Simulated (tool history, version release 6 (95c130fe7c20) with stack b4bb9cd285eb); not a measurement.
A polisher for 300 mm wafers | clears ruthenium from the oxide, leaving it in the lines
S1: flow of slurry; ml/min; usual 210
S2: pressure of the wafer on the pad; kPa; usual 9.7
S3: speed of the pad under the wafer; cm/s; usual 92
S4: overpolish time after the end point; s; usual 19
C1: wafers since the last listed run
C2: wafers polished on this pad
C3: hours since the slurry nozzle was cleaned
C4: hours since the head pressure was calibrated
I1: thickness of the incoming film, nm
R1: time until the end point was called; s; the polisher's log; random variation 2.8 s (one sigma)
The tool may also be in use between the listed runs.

run	hour	S1	S2	S3	S4	C1	C2	C3	C4	I1	R1
1	0.0	210	9.7	92	24	0	173	420.3	740.3	112.6	168.7
2	12.6	210	11.7	92	19	90	264	432.9	752.9	112.9	140.6
3	29.0	210	11.7	92	19	118	382	449.3	769.3	115.9	149.9
4	38.7	210	9.7	92	19	69	452	459.0	779.0	115.5	180.6
5	47.4	180	8.3	92	19	62	514	467.7	787.7	117.1	213.2
6	53.9	210	9.7	92	19	46	561	474.2	794.2	114.3	174.3
7	66.2	210	9.7	92	19	88	650	486.5	806.5	114.2	180.6
8	80.4	210	9.7	92	12	102	752	500.7	820.7	115.3	183.2
9	91.4	235	9.7	92	23	79	831	511.7	831.7	114.4	180.7
# hour 104.3: head pressure recalibrated
10	109.0	235	9.7	92	23	112	943	529.3	4.7	115.1	182.6
# hour 121.7: slurry nozzle cleaned
11	132.2	210	9.7	92	23	159	1103	10.5	27.9	114.7	187.4
# hour 142.8: worn pad replaced by a new one
12	147.4	210	9.7	92	23	80	33	25.7	43.1	114.7	176.1
13	164.0	210	9.7	92	23	119	152	42.3	59.7	117.3	178.3
14	181.9	210	9.7	110	25	128	281	60.2	77.6	114.3	147.2
15	199.4	210	9.7	92	19	125	407	77.7	95.1	114.8	175.6
16	209.4	180	6.9	78	27	71	479	87.7	105.1	114.8	295.7
17	224.8	270	12.4	76	19	110	590	103.1	120.5	115.4	168.2
18	240.1	210	9.7	66	30	110	700	118.4	135.8	115.0	256.9

The next listed run, before its measurement:
19	249.0	285	11.7	118	14	64	764	127.3	144.7	116.1	?

{"run 19": {"R1": 115.7}}
Without the tool's hidden state the same run would have given R1 108.0 s.
